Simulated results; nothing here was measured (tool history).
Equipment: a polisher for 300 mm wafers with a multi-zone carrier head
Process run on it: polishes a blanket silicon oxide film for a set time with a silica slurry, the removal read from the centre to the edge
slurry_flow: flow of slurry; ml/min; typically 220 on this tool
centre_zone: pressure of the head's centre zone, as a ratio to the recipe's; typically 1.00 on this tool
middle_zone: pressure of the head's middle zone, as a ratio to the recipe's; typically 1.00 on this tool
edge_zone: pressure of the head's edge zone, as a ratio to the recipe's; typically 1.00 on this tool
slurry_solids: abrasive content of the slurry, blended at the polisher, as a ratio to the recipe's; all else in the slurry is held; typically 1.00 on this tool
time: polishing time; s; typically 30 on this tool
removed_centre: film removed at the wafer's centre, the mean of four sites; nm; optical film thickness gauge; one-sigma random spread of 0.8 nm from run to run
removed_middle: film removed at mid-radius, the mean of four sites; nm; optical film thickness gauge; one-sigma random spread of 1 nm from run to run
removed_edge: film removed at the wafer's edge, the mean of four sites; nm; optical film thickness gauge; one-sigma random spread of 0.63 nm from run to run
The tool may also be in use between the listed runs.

run   hour  slurry_flow  centre_zone  middle_zone  edge_zone  slurry_solids  time  incoming thickness of the incoming film, nm  removed_centre  removed_middle  removed_edge
  1    0.0          220         1.00         1.09       1.00           1.00    30                                       1439.7            96.0           104.2          97.3
       4.5  -- slurry nozzle cleaned
      33.3  -- worn pad replaced by a new one
  2   42.8          220         1.00         1.00       1.00           1.00    30                                       1454.3           102.8           102.8         101.7
  3   83.5          220         1.00         1.00       1.00           1.00    30                                       1477.2           102.4           103.1         100.5
  4  147.1          220         1.00         1.00       1.00           1.00    30                                       1444.4            99.9           100.3         100.2
  5  187.9          220         1.00         1.00       1.00           1.00    30                                       1459.7            99.0           100.6          99.7
     212.5  -- worn pad replaced by a new one
  6  242.4          220         1.00         1.00       1.00           1.00    30                                       1462.0            98.4            99.7          99.2
     265.5  -- carrier head's membrane replaced by a new one
  7  306.9          220         1.00         1.00       1.03           1.00    30                                       1462.0            97.5           101.8         101.3
     342.3  -- edge zone pressure recalibrated
  8  342.8          220         1.00         1.00       1.00           1.00    30                                       1456.4            95.7            99.0          99.6
     373.4  -- worn pad replaced by a new one
  9  376.8          220         1.00         1.00       1.00           1.00    30                                       1429.5            96.0            98.6          98.3
 10  413.7          220         1.00         1.00       1.00           1.00    30                                       1456.5            97.2            99.8          99.3
 11  454.1          220         1.00         1.00       1.00           0.85    30                                       1465.9            91.4            91.3          92.4
 12  506.6          220         1.00         1.00       1.00           1.00    22                                       1436.5            70.7            71.9          72.5
 13  552.6          220         1.06         1.09       1.07           1.00    23                                       1470.0            77.4            77.9          77.6
     577.4  -- worn pad replaced by a new one
 14  584.6          220         1.00         1.00       1.00           1.00    39                                       1467.4           124.5           126.3         125.9
     622.2  -- centre zone pressure recalibrated
     625.6  -- slurry nozzle cleaned
 15  630.8          220         1.00         0.94       0.95           1.30    27                                       1446.2           101.0           100.7          98.5
 16  674.8          220         1.00         1.00       1.00           1.00    30                                       1483.6           102.9           102.1         102.0
 17  715.7          220         1.00         1.00       1.00           1.00    21                                       1463.0            70.9            71.9          70.8
 18  749.6          220         1.00         1.00       1.05           1.00    39                                       1470.1           130.5           130.9         134.0
     756.8  -- worn pad replaced by a new one
 19  774.1          280         1.09         1.00       1.00           1.25    30                                       1470.7           120.6           113.2         113.1
 20  831.8          220         1.00         1.00       1.00           1.00    30                                       1451.4            98.7           102.6          99.1

Below are 5 alternative next runs, each starting from the tool's condition after run 20. Predict each:
  A  832.2          220         1.00         1.00       1.00           1.00    30                                       1449.6               ?               ?             ?
  B  832.2          220         1.00         1.00       1.00           0.75    38                                       1449.6               ?               ?             ?
  C  832.2          220         0.90         1.09       1.00           0.75    38                                       1449.6               ?               ?             ?
  D  832.2          220         0.90         1.00       1.00           1.00    33                                       1449.6               ?               ?             ?
  E  832.2          220         1.00         0.93       1.00           0.80    25                                       1449.6               ?               ?             ?

run  removed_centre  removed_middle  removed_edge
  A            98.6           100.2         100.0
  B           111.4           113.2         113.0
  C           102.7           118.2         113.0
  D            99.9           110.3         110.0
  E            75.2            73.9          76.4
What these runs would have given with no unlogged condition in the tool:
run  removed_centre  removed_middle  removed_edge
  A           103.2           104.4         103.1
  B           116.7           118.0         116.5
  C           107.6           123.1         116.5
  D           104.7           114.9         113.4
  E            78.8            77.0          78.8

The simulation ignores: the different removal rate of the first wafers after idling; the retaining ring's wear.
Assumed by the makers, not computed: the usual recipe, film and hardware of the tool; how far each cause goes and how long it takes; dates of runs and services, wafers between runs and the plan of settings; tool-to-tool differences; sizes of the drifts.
